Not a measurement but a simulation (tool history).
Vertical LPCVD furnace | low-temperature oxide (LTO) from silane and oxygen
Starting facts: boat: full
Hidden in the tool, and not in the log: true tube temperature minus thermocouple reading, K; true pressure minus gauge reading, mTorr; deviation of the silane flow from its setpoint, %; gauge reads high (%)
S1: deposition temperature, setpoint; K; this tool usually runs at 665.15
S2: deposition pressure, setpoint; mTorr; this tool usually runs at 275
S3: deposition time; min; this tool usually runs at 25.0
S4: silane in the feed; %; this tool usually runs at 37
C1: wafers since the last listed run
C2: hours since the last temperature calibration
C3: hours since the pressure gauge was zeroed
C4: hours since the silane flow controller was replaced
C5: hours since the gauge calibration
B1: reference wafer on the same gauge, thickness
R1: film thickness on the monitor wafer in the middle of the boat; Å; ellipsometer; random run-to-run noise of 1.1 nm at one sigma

run	hour	S1	S2	S3	S4	C1	C2	C3	C4	C5	B1	R1
1	0.0	665.15	275	32.5	43	0	3361.2	1917.2	2308.3	1002.0	207.16	3681.3
2	56.7	665.15	275	32.5	43	823	3417.9	1973.9	2365.0	1058.7	207.01	3719.3
3	108.5	665.15	275	32.5	43	752	3469.7	2025.7	2416.8	1110.5	207.14	3716.5
4	157.9	665.15	275	25.0	37	717	3519.1	2075.1	2466.2	1159.9	206.91	2377.0
5	229.8	665.15	275	25.0	37	1043	3591.0	2147.0	2538.1	1231.8	207.22	2361.9
6	286.5	665.15	275	25.0	37	823	3647.7	2203.7	2594.8	1288.5	207.60	2390.2
7	322.3	665.15	275	25.0	40	519	3683.5	2239.5	2630.6	1324.3	206.82	2621.6
8	356.1	665.15	275	25.0	40	490	3717.3	2273.3	2664.4	1358.1	206.93	2630.1
9	401.0	665.15	275	25.0	37	651	3762.2	2318.2	2709.3	1403.0	206.70	2386.3
10	457.0	665.15	275	25.0	37	813	3818.2	2374.2	2765.3	1459.0	206.62	2379.5
11	502.2	665.15	275	25.0	37	656	3863.4	2419.4	2810.5	1504.2	206.87	2388.4
# hour 516.5: gauge calibrated
12	552.7	665.15	275	25.0	37	733	3913.9	2469.9	2861.0	36.2	206.49	2384.5
13	599.5	665.15	275	25.0	37	679	3960.7	2516.7	2907.8	83.0	207.22	2388.7
14	632.3	665.15	275	25.0	37	476	3993.5	2549.5	2940.6	115.8	207.23	2401.3
# hour 659.2: silane flow controller replaced
# hour 674.9: pressure gauge zeroed
15	675.4	665.15	275	25.0	37	50	4036.6	0.5	16.2	158.9	207.09	2471.2
16	722.3	657.15	275	32.0	40	680	4083.5	47.4	63.1	205.8	206.76	3172.8
17	759.6	665.15	305	25.0	37	541	4120.8	84.7	100.4	243.1	206.79	2715.0
18	828.7	665.15	275	25.0	37	1003	4189.9	153.8	169.5	312.2	206.83	2456.5
19	863.3	676.15	225	18.0	30	502	4224.5	188.4	204.1	346.8	206.96	1262.0
20	912.0	673.15	275	25.0	37	707	4273.2	237.1	252.8	395.5	206.78	2730.6
# hour 970.4: pressure gauge zeroed, repeated, since the last time left the tool worse
21	972.2	672.15	275	17.0	37	525	4333.4	1.8	313.0	455.7	206.87	1705.1
22	1003.2	665.15	275	25.0	37	450	4364.4	32.8	344.0	486.7	207.37	2329.0
# hour 1072.8: thermocouples replaced and temperature profile calibrated
23	1073.3	665.15	330	25.0	37	669	0.5	102.9	414.1	556.8	206.98	2799.3
24	1116.0	665.15	340	25.0	37	619	43.2	145.6	456.8	599.5	207.11	2846.4
25	1152.0	658.15	275	25.0	31	522	79.2	181.6	492.8	635.5	206.91	1665.0
26	1191.0	658.15	225	19.0	32	566	118.2	220.6	531.8	674.5	207.14	1087.8
27	1229.2	656.15	275	25.0	37	554	156.4	258.8	570.0	712.7	207.16	2096.1
28	1276.3	654.15	275	16.0	33	683	203.5	305.9	617.1	759.8	206.96	1121.4
29	1309.9	670.15	275	20.5	42	487	237.1	339.5	650.7	793.4	206.99	2350.7
30	1351.7	665.15	275	34.0	37	606	278.9	381.3	692.5	835.2	206.95	3161.2

What will run 31 give?
31	1383.8	665.15	275	25.0	37	466	311.0	413.4	724.6	867.3	?	?

{"run 31": {"B1": 206.55, "R1": 2329.9}}
On a tool with no hidden condition, and with the same random variation, this run would have come out at R1 2317.8 Å.

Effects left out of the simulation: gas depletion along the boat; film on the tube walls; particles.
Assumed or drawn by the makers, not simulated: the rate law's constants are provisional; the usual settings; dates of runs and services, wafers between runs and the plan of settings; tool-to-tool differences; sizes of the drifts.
